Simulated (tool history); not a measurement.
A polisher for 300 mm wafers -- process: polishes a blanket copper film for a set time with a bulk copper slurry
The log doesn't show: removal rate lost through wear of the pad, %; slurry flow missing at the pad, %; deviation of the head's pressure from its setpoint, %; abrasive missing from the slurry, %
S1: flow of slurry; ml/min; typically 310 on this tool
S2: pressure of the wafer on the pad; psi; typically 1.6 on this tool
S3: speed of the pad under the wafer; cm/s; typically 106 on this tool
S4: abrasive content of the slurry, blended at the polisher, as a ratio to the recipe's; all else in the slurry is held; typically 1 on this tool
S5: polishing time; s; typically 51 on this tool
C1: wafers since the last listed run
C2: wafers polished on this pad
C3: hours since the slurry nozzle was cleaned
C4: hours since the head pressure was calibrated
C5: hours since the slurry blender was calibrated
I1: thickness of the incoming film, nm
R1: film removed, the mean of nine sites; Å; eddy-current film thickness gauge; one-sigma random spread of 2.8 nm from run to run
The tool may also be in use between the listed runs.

{"run": 1, "hour": 0.0, "S1": 310, "S2": 1.6, "S3": 106, "S4": 1, "S5": 51, "C1": 0, "C2": 703, "C3": 538.1, "C4": 1184.6, "C5": 323.5, "I1": 4722.1, "R1": 2799}
{"run": 2, "hour": 11.8, "S1": 310, "S2": 1.6, "S3": 106, "S4": 1, "S5": 51, "C1": 152, "C2": 855, "C3": 549.9, "C4": 1196.4, "C5": 335.3, "I1": 4727.2, "R1": 2796}
{"run": 3, "hour": 19.1, "S1": 310, "S2": 1.6, "S3": 106, "S4": 1, "S5": 51, "C1": 94, "C2": 949, "C3": 557.2, "C4": 1203.7, "C5": 342.6, "I1": 4731.7, "R1": 2806}
{"hour": 26.0, "done": "worn pad replaced by a new one"}
{"run": 4, "hour": 26.8, "S1": 310, "S2": 1.6, "S3": 106, "S4": 1, "S5": 51, "C1": 47, "C2": 10, "C3": 564.9, "C4": 1211.4, "C5": 350.3, "I1": 4715.4, "R1": 2812}
{"run": 5, "hour": 38.2, "S1": 310, "S2": 1.6, "S3": 106, "S4": 1, "S5": 51, "C1": 146, "C2": 157, "C3": 576.3, "C4": 1222.8, "C5": 361.7, "I1": 4784.9, "R1": 2790}
{"run": 6, "hour": 45.3, "S1": 310, "S2": 1.6, "S3": 106, "S4": 1, "S5": 51, "C1": 91, "C2": 249, "C3": 583.4, "C4": 1229.9, "C5": 368.8, "I1": 4810.2, "R1": 2752}
{"run": 7, "hour": 54.6, "S1": 310, "S2": 1.6, "S3": 106, "S4": 1, "S5": 51, "C1": 119, "C2": 368, "C3": 592.7, "C4": 1239.2, "C5": 378.1, "I1": 4774.2, "R1": 2798}
{"hour": 56.8, "done": "slurry blender recalibrated"}
{"run": 8, "hour": 61.0, "S1": 310, "S2": 1.6, "S3": 106, "S4": 1, "S5": 51, "C1": 56, "C2": 425, "C3": 599.1, "C4": 1245.6, "C5": 4.2, "I1": 4656.5, "R1": 3009}
{"run": 9, "hour": 73.4, "S1": 310, "S2": 1.6, "S3": 106, "S4": 1, "S5": 51, "C1": 159, "C2": 585, "C3": 611.5, "C4": 1258, "C5": 16.6, "I1": 4795.7, "R1": 2915}
{"run": 10, "hour": 85.7, "S1": 310, "S2": 1.6, "S3": 106, "S4": 1, "S5": 51, "C1": 158, "C2": 743, "C3": 623.8, "C4": 1270.3, "C5": 28.9, "I1": 4716.1, "R1": 2904}
{"hour": 103.8, "done": "worn pad replaced by a new one"}
{"run": 11, "hour": 104.3, "S1": 310, "S2": 1.6, "S3": 106, "S4": 1, "S5": 51, "C1": 188, "C2": 6, "C3": 642.4, "C4": 1288.9, "C5": 47.5, "I1": 4790.1, "R1": 2973}
{"run": 12, "hour": 118.9, "S1": 310, "S2": 2, "S3": 86, "S4": 0.85, "S5": 51, "C1": 188, "C2": 195, "C3": 657, "C4": 1303.5, "C5": 62.1, "I1": 4738.2, "R1": 3050}
{"hour": 124.8, "done": "slurry nozzle cleaned"}
{"run": 13, "hour": 132.8, "S1": 310, "S2": 1.6, "S3": 106, "S4": 1, "S5": 51, "C1": 166, "C2": 361, "C3": 8, "C4": 1317.4, "C5": 76, "I1": 4755.2, "R1": 2908}
{"run": 14, "hour": 144.5, "S1": 310, "S2": 1.6, "S3": 106, "S4": 1, "S5": 51, "C1": 150, "C2": 512, "C3": 19.7, "C4": 1329.1, "C5": 87.7, "I1": 4782.7, "R1": 2889}
{"run": 15, "hour": 153.6, "S1": 310, "S2": 1.2, "S3": 106, "S4": 1.15, "S5": 42, "C1": 117, "C2": 629, "C3": 28.8, "C4": 1338.2, "C5": 96.8, "I1": 4793.8, "R1": 1843}
{"run": 16, "hour": 165.1, "S1": 265, "S2": 1.6, "S3": 86, "S4": 1, "S5": 51, "C1": 148, "C2": 777, "C3": 40.3, "C4": 1349.7, "C5": 108.3, "I1": 4774.7, "R1": 2497}
{"hour": 177.3, "done": "worn pad replaced by a new one"}
{"run": 17, "hour": 182.7, "S1": 410, "S2": 1.2, "S3": 106, "S4": 1, "S5": 57, "C1": 175, "C2": 69, "C3": 57.9, "C4": 1367.3, "C5": 125.9, "I1": 4711.8, "R1": 2485}
{"run": 18, "hour": 192.8, "S1": 310, "S2": 1.9, "S3": 106, "S4": 1.25, "S5": 40, "C1": 130, "C2": 199, "C3": 68, "C4": 1377.4, "C5": 136, "I1": 4742, "R1": 2812}
{"hour": 197.9, "done": "head pressure recalibrated"}
{"run": 19, "hour": 208.8, "S1": 310, "S2": 1.6, "S3": 88, "S4": 1, "S5": 39, "C1": 180, "C2": 379, "C3": 84, "C4": 10.9, "C5": 152, "I1": 4788.1, "R1": 1689}
{"run": 20, "hour": 218.9, "S1": 310, "S2": 1.6, "S3": 144, "S4": 1, "S5": 51, "C1": 130, "C2": 509, "C3": 94.1, "C4": 21, "C5": 162.1, "I1": 4715.4, "R1": 3330}
{"run": 21, "hour": 239.0, "S1": 310, "S2": 1.3, "S3": 106, "S4": 1, "S5": 51, "C1": 259, "C2": 768, "C3": 114.2, "C4": 41.1, "C5": 182.2, "I1": 4707.4, "R1": 2074}
{"run": 22, "hour": 247.6, "S1": 310, "S2": 1.3, "S3": 106, "S4": 1, "S5": 51, "C1": 110, "C2": 879, "C3": 122.8, "C4": 49.7, "C5": 190.8, "I1": 4725.3, "R1": 2150}
{"hour": 253.7, "done": "worn pad replaced by a new one"}
{"run": 23, "hour": 258.9, "S1": 405, "S2": 1.6, "S3": 106, "S4": 0.9, "S5": 62, "C1": 94, "C2": 66, "C3": 134.1, "C4": 61, "C5": 202.1, "I1": 4830.4, "R1": 3178}
{"run": 24, "hour": 265.0, "S1": 310, "S2": 1.6, "S3": 106, "S4": 1, "S5": 51, "C1": 78, "C2": 145, "C3": 140.2, "C4": 67.1, "C5": 208.2, "I1": 4693.8, "R1": 2572}
{"run": 25, "hour": 282.3, "S1": 310, "S2": 1.3, "S3": 106, "S4": 1, "S5": 51, "C1": 222, "C2": 368, "C3": 157.5, "C4": 84.4, "C5": 225.5, "I1": 4718.3, "R1": 2095}
{"run": 26, "hour": 288.4, "S1": 355, "S2": 2, "S3": 106, "S4": 1, "S5": 51, "C1": 78, "C2": 446, "C3": 163.6, "C4": 90.5, "C5": 231.6, "I1": 4794.4, "R1": 3223}
{"run": 27, "hour": 305.0, "S1": 310, "S2": 1.6, "S3": 106, "S4": 1, "S5": 51, "C1": 213, "C2": 660, "C3": 180.2, "C4": 107.1, "C5": 248.2, "I1": 4707.1, "R1": 2591}
{"run": 28, "hour": 311.5, "S1": 235, "S2": 1, "S3": 106, "S4": 1, "S5": 51, "C1": 83, "C2": 744, "C3": 186.7, "C4": 113.6, "C5": 254.7, "I1": 4673.1, "R1": 1606}
{"run": 29, "hour": 318.4, "S1": 310, "S2": 1.9, "S3": 106, "S4": 1.15, "S5": 51, "C1": 88, "C2": 833, "C3": 193.6, "C4": 120.5, "C5": 261.6, "I1": 4713, "R1": 3148}

Pick out some run-to-run changes in R1. Of each, how much would a tool without hidden state show as well, from the settings, what came in and chance, and how much is left for the hidden state and any gauge scatter not in both results compared?
Run 7 -> 8: slurry blender recalibrated. R1 +211 Å: hidden state +157, all else +54.
Run 18 -> 19: S2 1.9 -> 1.6, S3 106 -> 88, S4 1.25 -> 1, S5 40 -> 39, head pressure recalibrated. R1 -1123 Å: hidden state -297, all else -826.
Run 19 -> 20: S3 88 -> 144, S5 39 -> 51. R1 +1641 Å: hidden state -38, all else +1679.
Run 28 -> 29: S1 235 -> 310, S2 1 -> 1.9, S4 1 -> 1.15. R1 +1542 Å: hidden state -42, all else +1584.
